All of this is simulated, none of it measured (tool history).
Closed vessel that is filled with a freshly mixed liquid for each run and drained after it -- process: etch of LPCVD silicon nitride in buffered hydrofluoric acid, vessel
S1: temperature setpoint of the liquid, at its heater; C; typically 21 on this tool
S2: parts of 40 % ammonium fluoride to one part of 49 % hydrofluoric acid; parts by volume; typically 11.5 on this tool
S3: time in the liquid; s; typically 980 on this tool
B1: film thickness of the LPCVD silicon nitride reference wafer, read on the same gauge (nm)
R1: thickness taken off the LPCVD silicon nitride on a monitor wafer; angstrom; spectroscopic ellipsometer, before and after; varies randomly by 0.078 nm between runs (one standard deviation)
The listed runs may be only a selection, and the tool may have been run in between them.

{"run": 1, "hour": 0.0, "S1": 21, "S2": 11.5, "S3": 980, "B1": 140.01, "R1": 102.9}
{"run": 2, "hour": 60.4, "S1": 21, "S2": 14, "S3": 980, "B1": 140, "R1": 85.2}
{"hour": 89.2, "done": "gauge calibrated"}
{"run": 3, "hour": 108.1, "S1": 21, "S2": 14, "S3": 980, "B1": 139.99, "R1": 85.1}
{"run": 4, "hour": 148.7, "S1": 21, "S2": 14, "S3": 980, "B1": 139.98, "R1": 86}
{"run": 5, "hour": 335.8, "S1": 21, "S2": 11.5, "S3": 980, "B1": 139.99, "R1": 105.4}
{"run": 6, "hour": 367.2, "S1": 21, "S2": 13.5, "S3": 980, "B1": 140, "R1": 87.8}
{"run": 7, "hour": 393.2, "S1": 21, "S2": 13.5, "S3": 980, "B1": 140.01, "R1": 88.8}
{"run": 8, "hour": 448.3, "S1": 21, "S2": 13.5, "S3": 980, "B1": 140.03, "R1": 89.4}
{"run": 9, "hour": 510.9, "S1": 21, "S2": 11.5, "S3": 980, "B1": 140.02, "R1": 104.9}
{"hour": 626.6, "done": "hydrofluoric acid flow meter replaced"}
{"run": 10, "hour": 631.2, "S1": 21, "S2": 11.5, "S3": 980, "B1": 139.97, "R1": 103.5}
{"run": 11, "hour": 657.6, "S1": 18.5, "S2": 10, "S3": 1550, "B1": 140.01, "R1": 162.7}
{"run": 12, "hour": 712.2, "S1": 21, "S2": 11.5, "S3": 980, "B1": 140, "R1": 103.3}
{"run": 13, "hour": 760.1, "S1": 21, "S2": 11.5, "S3": 690, "B1": 140.02, "R1": 73.8}
{"hour": 766.6, "done": "thermometer replaced"}
{"run": 14, "hour": 808.5, "S1": 19, "S2": 14, "S3": 1170, "B1": 140.02, "R1": 92.7}
{"run": 15, "hour": 834.1, "S1": 21, "S2": 14, "S3": 980, "B1": 140, "R1": 87.3}
{"run": 16, "hour": 905.8, "S1": 21, "S2": 11.5, "S3": 980, "B1": 139.99, "R1": 103.9}
{"run": 17, "hour": 957.7, "S1": 21, "S2": 11.5, "S3": 735, "B1": 139.99, "R1": 78.1}
{"run": 18, "hour": 1009.1, "S1": 21, "S2": 11.5, "S3": 980, "B1": 139.99, "R1": 103.4}
{"run": 19, "hour": 1070.9, "S1": 24, "S2": 13, "S3": 735, "B1": 139.98, "R1": 81.9}
{"run": 20, "hour": 1130.0, "S1": 25, "S2": 8.5, "S3": 645, "B1": 140, "R1": 111.7}
{"run": 21, "hour": 1188.0, "S1": 17, "S2": 11.5, "S3": 980, "B1": 139.98, "R1": 83}
{"run": 22, "hour": 1229.3, "S1": 21, "S2": 11.5, "S3": 1320, "B1": 140.01, "R1": 140.3}
{"run": 23, "hour": 1271.6, "S1": 26, "S2": 11.5, "S3": 980, "B1": 139.99, "R1": 136.7}
{"run": 24, "hour": 1312.0, "S1": 21, "S2": 9, "S3": 980, "B1": 140, "R1": 128.2}
{"run": 25, "hour": 1340.7, "S1": 18.5, "S2": 9, "S3": 640, "B1": 140.01, "R1": 71.3}
{"run": 26, "hour": 1399.3, "S1": 21, "S2": 11.5, "S3": 660, "B1": 139.99, "R1": 70.3}
{"run": 27, "hour": 1441.9, "S1": 21, "S2": 13, "S3": 980, "B1": 140, "R1": 91.7}
{"hour": 1459.4, "done": "hydrofluoric acid flow meter replaced"}
{"run": 28, "hour": 1488.4, "S1": 17.5, "S2": 16, "S3": 1265, "B1": 140.02, "R1": 80.9}
{"run": 29, "hour": 1546.8, "S1": 21, "S2": 11.5, "S3": 1300, "B1": 139.99, "R1": 139.3}
{"run": 30, "hour": 1608.8, "S1": 21, "S2": 11.5, "S3": 1300, "B1": 140, "R1": 138.8}
{"run": 31, "hour": 1678.6, "S1": 25, "S2": 9, "S3": 1455, "B1": 139.98, "R1": 236.7}
{"run": 32, "hour": 1717.2, "S1": 21, "S2": 14.5, "S3": 980, "B1": 139.98, "R1": 83.3}

List, for all runs, the conditions of the tool that the log does not record:
liquid hotter than its thermometer reads (K): 0 in every run
hydrofluoric acid flow below the setpoint (%): 0 in every run
gauge reads high (%): 0 in every run
